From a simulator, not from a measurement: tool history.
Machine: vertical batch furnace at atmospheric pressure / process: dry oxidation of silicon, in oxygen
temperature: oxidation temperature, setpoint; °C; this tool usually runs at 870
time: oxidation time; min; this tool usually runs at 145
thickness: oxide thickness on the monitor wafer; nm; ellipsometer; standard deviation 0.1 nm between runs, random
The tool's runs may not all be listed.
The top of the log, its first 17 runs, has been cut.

run    hour  temperature   time  read-back reference wafer on the same gauge, thickness  thickness
 18   971.7          853  186.5                                                   21.51      25.18
 19   996.5          853  186.5                                                    21.5      25.02
     1024.1  -- gauge calibrated
 20  1085.8          894  173.5                                                    21.5      37.24
 21  1140.5          850    145                                                   21.49      20.68
 22  1172.2          870    177                                                   21.49      28.92
 23  1240.1          846  206.5                                                    21.5      24.79
 24  1282.6          892     76                                                   21.52      20.93
     1317.5  -- boat lift adjusted
 25  1342.2          886     90                                                   21.48      22.93
     1376.8  -- thermocouples replaced and temperature profile calibrated
 26  1394.6          856  164.5                                                    21.5      24.89
 27  1439.6          878     74                                                   21.51      18.54
 28  1477.5          870    145                                                   21.49      26.18
 29  1541.3          886  124.5                                                   21.48      28.17
 30  1595.4          870    145                                                   21.51      26.31
 31  1652.5          870    145                                                   21.51      26.13
 32  1705.1          860  116.5                                                   21.51       20.4
 33  1746.7          889    197                                                   21.51      39.56
 34  1777.9          870    145                                                   21.51      26.25
 35    1829          870   86.5                                                   21.52      18.38
 36  1889.1          853  186.5                                                   21.52      25.57
 37  1932.7          849    111                                                   21.51      17.28
 38  1997.6          851  103.5                                                    21.5      16.75

Branching from run 38: 5 alternative next runs. What would each branch give?
  A  2004.8          870   166                                                       ?          ?
  B  2004.8          894   126                                                       ?          ?
  C  2004.8          881    94                                                       ?          ?
  D  2004.8          886   106                                                       ?          ?
  E  2004.8          870    92                                                       ?          ?

run  read-back reference wafer on the same gauge, thickness  thickness
  A                                                   21.48      28.38
  B                                                   21.48       30.5
  C                                                   21.48      21.94
  D                                                   21.48      25.03
  E                                                   21.48      19.22
Had the tool no hidden state, the same runs would have come out as:
run  thickness
  A      28.96
  B      31.11
  C      22.38
  D      25.52
  E      19.62

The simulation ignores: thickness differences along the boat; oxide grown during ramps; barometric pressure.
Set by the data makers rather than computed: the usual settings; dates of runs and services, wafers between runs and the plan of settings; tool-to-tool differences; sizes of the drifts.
